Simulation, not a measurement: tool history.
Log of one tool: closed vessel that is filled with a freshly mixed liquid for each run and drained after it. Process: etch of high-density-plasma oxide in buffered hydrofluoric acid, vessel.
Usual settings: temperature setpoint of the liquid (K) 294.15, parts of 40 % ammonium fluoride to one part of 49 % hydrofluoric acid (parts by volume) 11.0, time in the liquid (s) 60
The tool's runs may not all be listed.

run	hour	temperature setpoint of the liquid (K)	parts of 40 % ammonium fluoride to one part of 49 % hydrofluoric acid (parts by volume)	time in the liquid (s)	read-back film thickness of the high-density-plasma oxide reference wafer, read on the same gauge (nm)	thickness taken off the high-density-plasma oxide on a monitor wafer (Å)
1	0.0	294.15	11.0	40	80.04	415.2
2	13.5	292.65	11.0	35	79.96	330.3
3	25.9	294.15	11.0	60	79.98	625.9
4	32.7	294.15	11.0	60	80.06	621.8
5	49.9	294.15	11.0	60	80.02	611.0
6	62.3	294.15	11.0	85	79.97	995.3
7	72.2	294.15	11.0	85	80.02	990.1
8	80.2	294.15	11.0	85	79.97	1003.7
9	88.0	290.15	11.0	40	79.98	375.1
10	104.4	297.65	11.0	85	79.94	1217.4
11	120.3	291.65	9.0	50	80.02	603.6
12	127.9	297.65	11.0	60	80.01	866.6
13	134.5	294.15	14.5	60	79.99	541.8
14	147.7	298.65	11.0	60	80.00	898.7
15	163.7	292.65	10.0	60	79.98	711.7
16	171.8	294.15	11.0	80	80.00	931.5
17	183.4	298.65	9.5	85	79.98	1434.1
18	200.1	296.15	15.0	40	80.01	383.1
19	214.7	295.65	8.0	90	79.99	1530.2
20	225.1	294.15	11.0	60	79.98	697.0
21	241.9	296.65	8.0	60	80.02	1069.9
22	251.6	291.65	14.0	35	79.98	283.6
23	260.7	294.15	11.0	60	80.00	701.4
24	271.9	290.15	11.0	60	80.00	561.2
25	289.4	294.15	11.0	40	79.96	468.1
26	304.9	294.15	11.0	60	79.96	700.1
27	311.1	299.15	11.0	60	80.00	920.4
28	326.8	295.65	7.0	35	79.95	680.6
29	333.1	294.15	11.0	60	80.01	701.2
30	339.6	295.65	12.5	90	79.98	1005.2
31	357.1	294.15	9.5	60	80.01	786.1
32	365.5	297.15	9.0	40	80.00	647.5

Taken out of this log: 3 entries between the listed runs. Where each belongs, and how the hidden state differs across it:
Between runs 5 and 6: hydrofluoric acid flow meter replaced (hour 61.9)
  hydrofluoric acid flow below the setpoint (%): 13.2 -> 0.119
  measured less the result without the state, thickness taken off the high-density-plasma oxide on a monitor wafer (Å): -90.4 -> -1.2
Between runs 12 and 13: gauge calibrated (hour 129.6)
  hydrofluoric acid flow below the setpoint (%): 0.47 -> 0.505
  measured less the result without the state, thickness taken off the high-density-plasma oxide on a monitor wafer (Å): -4.0 -> -2.7
Between runs 20 and 21: thermometer replaced (hour 237.7)
  hydrofluoric acid flow below the setpoint (%): 0.989 -> 1.08
  measured less the result without the state, thickness taken off the high-density-plasma oxide on a monitor wafer (Å): -6.8 -> -12.6

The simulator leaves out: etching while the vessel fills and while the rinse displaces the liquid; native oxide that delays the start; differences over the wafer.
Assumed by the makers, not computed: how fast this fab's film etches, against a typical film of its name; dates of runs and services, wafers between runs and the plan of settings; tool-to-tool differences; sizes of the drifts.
